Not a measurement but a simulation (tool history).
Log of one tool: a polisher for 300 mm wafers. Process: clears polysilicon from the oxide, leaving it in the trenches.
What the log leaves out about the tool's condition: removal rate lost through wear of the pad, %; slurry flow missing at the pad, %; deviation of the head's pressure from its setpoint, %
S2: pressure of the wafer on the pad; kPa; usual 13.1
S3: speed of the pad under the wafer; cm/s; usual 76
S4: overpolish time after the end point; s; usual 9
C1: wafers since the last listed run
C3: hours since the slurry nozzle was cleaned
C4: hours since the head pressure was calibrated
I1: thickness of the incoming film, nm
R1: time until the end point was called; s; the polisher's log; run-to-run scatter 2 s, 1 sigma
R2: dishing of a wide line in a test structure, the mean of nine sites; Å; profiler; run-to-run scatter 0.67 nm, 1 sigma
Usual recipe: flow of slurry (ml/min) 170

{"run": 1, "hour": 0.0, "flow of slurry (ml/min)": 170, "S2": 13.1, "S3": 76, "S4": 9, "C1": 0, "wafers polished on this pad": 762, "C3": 237.3, "C4": 684.7, "I1": 767.1, "R1": 119.0, "R2": 403}
{"hour": 52.7, "done": "slurry nozzle cleaned"}
{"hour": 123.6, "done": "head pressure recalibrated"}
{"hour": 169.5, "done": "worn pad replaced by a new one"}
{"run": 2, "hour": 180.8, "flow of slurry (ml/min)": 170, "S2": 13.1, "S3": 76, "S4": 9, "C1": 1388, "wafers polished on this pad": 90, "C3": 128.1, "C4": 57.2, "I1": 781.0, "R1": 119.7, "R2": 422}
{"run": 3, "hour": 245.3, "flow of slurry (ml/min)": 170, "S2": 13.1, "S3": 76, "S4": 9, "C1": 515, "wafers polished on this pad": 605, "C3": 192.6, "C4": 121.7, "I1": 780.8, "R1": 122.5, "R2": 410}
{"run": 4, "hour": 284.9, "flow of slurry (ml/min)": 210, "S2": 11.7, "S3": 76, "S4": 9, "C1": 316, "wafers polished on this pad": 921, "C3": 232.2, "C4": 161.3, "I1": 771.9, "R1": 128.4, "R2": 386}
{"run": 5, "hour": 325.2, "flow of slurry (ml/min)": 170, "S2": 13.1, "S3": 76, "S4": 9, "C1": 321, "wafers polished on this pad": 1243, "C3": 272.5, "C4": 201.6, "I1": 770.4, "R1": 123.6, "R2": 404}
{"run": 6, "hour": 359.1, "flow of slurry (ml/min)": 170, "S2": 13.1, "S3": 92, "S4": 9, "C1": 270, "wafers polished on this pad": 1514, "C3": 306.4, "C4": 235.5, "I1": 769.1, "R1": 101.8, "R2": 458}
{"hour": 376.3, "done": "slurry nozzle cleaned"}
{"run": 7, "hour": 401.5, "flow of slurry (ml/min)": 170, "S2": 15.2, "S3": 76, "S4": 9, "C1": 330, "wafers polished on this pad": 1845, "C3": 25.2, "C4": 277.9, "I1": 769.8, "R1": 99.4, "R2": 451}
{"hour": 457.1, "done": "worn pad replaced by a new one"}
{"run": 8, "hour": 461.8, "flow of slurry (ml/min)": 170, "S2": 15.2, "S3": 76, "S4": 9, "C1": 449, "wafers polished on this pad": 37, "C3": 85.5, "C4": 338.2, "I1": 770.4, "R1": 101.1, "R2": 462}
{"run": 9, "hour": 530.9, "flow of slurry (ml/min)": 170, "S2": 15.2, "S3": 76, "S4": 9, "C1": 551, "wafers polished on this pad": 589, "C3": 154.6, "C4": 407.3, "I1": 773.5, "R1": 104.3, "R2": 461}
{"run": 10, "hour": 582.2, "flow of slurry (ml/min)": 170, "S2": 13.1, "S3": 64, "S4": 12, "C1": 409, "wafers polished on this pad": 999, "C3": 205.9, "C4": 458.6, "I1": 774.4, "R1": 137.9, "R2": 442}
{"run": 11, "hour": 628.2, "flow of slurry (ml/min)": 170, "S2": 13.1, "S3": 64, "S4": 12, "C1": 367, "wafers polished on this pad": 1366, "C3": 251.9, "C4": 504.6, "I1": 778.9, "R1": 142.6, "R2": 448}
{"run": 12, "hour": 662.9, "flow of slurry (ml/min)": 170, "S2": 13.1, "S3": 64, "S4": 12, "C1": 277, "wafers polished on this pad": 1644, "C3": 286.6, "C4": 539.3, "I1": 765.7, "R1": 142.9, "R2": 427}
{"hour": 699.4, "done": "slurry nozzle cleaned"}
{"run": 13, "hour": 731.4, "flow of slurry (ml/min)": 170, "S2": 13.1, "S3": 76, "S4": 9, "C1": 539, "wafers polished on this pad": 2183, "C3": 32.0, "C4": 607.8, "I1": 774.6, "R1": 113.3, "R2": 417}
{"hour": 740.3, "done": "worn pad replaced by a new one"}
{"run": 14, "hour": 766.8, "flow of slurry (ml/min)": 170, "S2": 13.1, "S3": 76, "S4": 9, "C1": 250, "wafers polished on this pad": 211, "C3": 67.4, "C4": 643.2, "I1": 777.3, "R1": 113.7, "R2": 418}
{"hour": 966.2, "done": "head pressure recalibrated"}
{"run": 15, "hour": 980.7, "flow of slurry (ml/min)": 170, "S2": 13.1, "S3": 84, "S4": 6, "C1": 1692, "wafers polished on this pad": 1904, "C3": 281.3, "C4": 14.5, "I1": 769.6, "R1": 108.5, "R2": 328}
{"hour": 1013.7, "done": "worn pad replaced by a new one"}
{"hour": 1030.7, "done": "slurry nozzle cleaned"}
{"run": 16, "hour": 1051.1, "flow of slurry (ml/min)": 200, "S2": 13.1, "S3": 56, "S4": 9, "C1": 522, "wafers polished on this pad": 290, "C3": 20.4, "C4": 84.9, "I1": 763.9, "R1": 149.2, "R2": 349}
{"run": 17, "hour": 1109.2, "flow of slurry (ml/min)": 125, "S2": 15.2, "S3": 96, "S4": 9, "C1": 464, "wafers polished on this pad": 754, "C3": 78.5, "C4": 143.0, "I1": 771.3, "R1": 81.5, "R2": 516}
{"run": 18, "hour": 1134.8, "flow of slurry (ml/min)": 205, "S2": 10.3, "S3": 66, "S4": 6, "C1": 204, "wafers polished on this pad": 958, "C3": 104.1, "C4": 168.6, "I1": 780.4, "R1": 168.4, "R2": 237}
{"run": 19, "hour": 1203.4, "flow of slurry (ml/min)": 170, "S2": 17.9, "S3": 88, "S4": 6, "C1": 547, "wafers polished on this pad": 1506, "C3": 172.7, "C4": 237.2, "I1": 774.7, "R1": 73.4, "R2": 440}
{"run": 20, "hour": 1259.1, "flow of slurry (ml/min)": 170, "S2": 13.1, "S3": 76, "S4": 9, "C1": 444, "wafers polished on this pad": 1951, "C3": 228.4, "C4": 292.9, "I1": 770.0, "R1": 117.7, "R2": 411}
{"hour": 1280.5, "done": "worn pad replaced by a new one"}
{"run": 21, "hour": 1291.4, "flow of slurry (ml/min)": 170, "S2": 16.5, "S3": 76, "S4": 9, "C1": 226, "wafers polished on this pad": 87, "C3": 260.7, "C4": 325.2, "I1": 767.0, "R1": 96.6, "R2": 471}
{"run": 22, "hour": 1335.0, "flow of slurry (ml/min)": 210, "S2": 11.7, "S3": 76, "S4": 9, "C1": 348, "wafers polished on this pad": 435, "C3": 304.3, "C4": 368.8, "I1": 756.0, "R1": 128.6, "R2": 375}
{"hour": 1362.8, "done": "slurry nozzle cleaned"}
{"run": 23, "hour": 1371.0, "flow of slurry (ml/min)": 125, "S2": 8.3, "S3": 76, "S4": 9, "C1": 279, "wafers polished on this pad": 715, "C3": 8.2, "C4": 404.8, "I1": 780.8, "R1": 196.3, "R2": 286}
{"run": 24, "hour": 1400.3, "flow of slurry (ml/min)": 170, "S2": 13.1, "S3": 94, "S4": 9, "C1": 234, "wafers polished on this pad": 949, "C3": 37.5, "C4": 434.1, "I1": 766.8, "R1": 94.1, "R2": 477}
{"run": 25, "hour": 1433.7, "flow of slurry (ml/min)": 170, "S2": 13.1, "S3": 76, "S4": 9, "C1": 266, "wafers polished on this pad": 1215, "C3": 70.9, "C4": 467.5, "I1": 779.7, "R1": 117.7, "R2": 419}
{"run": 26, "hour": 1486.9, "flow of slurry (ml/min)": 205, "S2": 15.9, "S3": 102, "S4": 5, "C1": 424, "wafers polished on this pad": 1640, "C3": 124.1, "C4": 520.7, "I1": 775.4, "R1": 72.2, "R2": 391}
{"run": 27, "hour": 1553.4, "flow of slurry (ml/min)": 170, "S2": 15.2, "S3": 76, "S4": 9, "C1": 531, "wafers polished on this pad": 2171, "C3": 190.6, "C4": 587.2, "I1": 778.0, "R1": 105.8, "R2": 466}

Measured less the same run without the tool's hidden state. The same run-to-run variation is in both; the gauge's scatter may not be:
run=1 R1=+5.6 R2=-14
run=2 R1=+1.9 R2=-5
run=3 R1=+3.7 R2=-8
run=4 R1=+4.7 R2=-11
run=5 R1=+7.7 R2=-18
run=6 R1=+8.4 R2=-26
run=7 R1=+0.2 R2=-1
run=8 R1=+0.7 R2=-1
run=9 R1=+1.6 R2=-5
run=10 R1=+3.9 R2=-8
run=11 R1=+6.4 R2=-13
run=12 R1=+8.8 R2=-18
run=13 R1=+0.1 R2=-1
run=14 R1=+0.4 R2=-1
run=15 R1=+6.2 R2=-15
run=16 R1=+0.2 R2=+0
run=17 R1=+0.5 R2=-2
run=18 R1=+1.2 R2=-1
run=19 R1=+1.4 R2=-6
run=20 R1=+4.2 R2=-10
run=21 R1=+4.6 R2=-15
run=22 R1=+7.9 R2=-17
run=23 R1=+2.0 R2=-3
run=24 R1=+0.8 R2=-3
run=25 R1=+1.3 R2=-3
run=26 R1=+1.0 R2=-4
run=27 R1=+3.4 R2=-9
